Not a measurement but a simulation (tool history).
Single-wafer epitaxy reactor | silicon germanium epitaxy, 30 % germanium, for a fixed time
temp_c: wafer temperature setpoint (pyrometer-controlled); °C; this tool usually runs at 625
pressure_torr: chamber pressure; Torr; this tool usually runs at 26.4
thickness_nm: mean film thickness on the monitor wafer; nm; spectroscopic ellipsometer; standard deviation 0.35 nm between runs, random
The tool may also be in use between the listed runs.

run	day	temp_c	pressure_torr	wafers since the last listed run	hours since the last pyrometer calibration	hours since the last manometer calibration	hours since the showerhead was replaced	hours since the gauge calibration	read-back reference wafer on the same gauge, thickness_nm	thickness_nm
1	0	625	26.4	0	1347.4	1624.4	6239.5	411	114.494	92.989
# day 0.421: gauge calibrated
2	3.033	625	26.4	2151	1420.2	1697.2	6312.3	62.7	114.507	92.539
3	4.517	620	26.4	1052	1455.8	1732.8	6347.9	98.3	114.547	85.132
4	6.925	620	26.4	1708	1513.6	1790.6	6405.7	156.1	114.478	85.381
5	7.967	615	26.4	738	1538.6	1815.6	6430.7	181.1	114.459	78.245
6	10.117	615	26.4	1525	1590.2	1867.2	6482.3	232.7	114.592	78.608
7	15.508	625	26.4	3825	1719.6	1996.6	6611.7	362.1	114.455	93.586
8	17.392	625	26.4	1336	1764.8	2041.8	6656.9	407.3	114.425	93.695
# day 18.983: pyrometer calibrated
9	19.471	618	20.8	1238	11.7	2091.7	6706.8	457.2	114.603	78.547
# day 21.667: gauge calibrated
10	22.425	620	20.7	2095	82.6	2162.6	6777.7	18.2	114.537	80.183
11	25.2	629	28.1	1968	149.2	2229.2	6844.3	84.8	114.582	113.43
# day 26.567: capacitance manometer re-zeroed and calibrated
# day 27.662: showerhead replaced
12	27.683	625	26.4	1288	208.8	26.8	0.5	144.4	114.554	96.071
13	30.283	620	32.9	1844	271.2	89.2	62.9	206.8	114.505	99.323
14	32.421	629	32.8	1516	322.5	140.5	114.2	258.1	114.584	115.051
15	34.458	625	26.4	1445	371.4	189.4	163.1	307	114.548	94.377
16	35.967	613	24.7	1070	407.6	225.6	199.3	343.2	114.575	74.362

Results for each run, recomputed without the tool's hidden state and with each run's random variation untouched:
Unlogged tool condition in this case: wafer temperature above the value expected at the setpoint (K); true pressure above the setpoint (%); gauge reads high (%).
run	thickness_nm
1	97.881
2	97.291
3	89.523
4	89.679
5	82.213
6	82.497
7	97.707
8	97.693
9	74.615
10	76.701
11	109.08
12	97.579
13	101.525
14	118.079
15	97.263
16	76.91
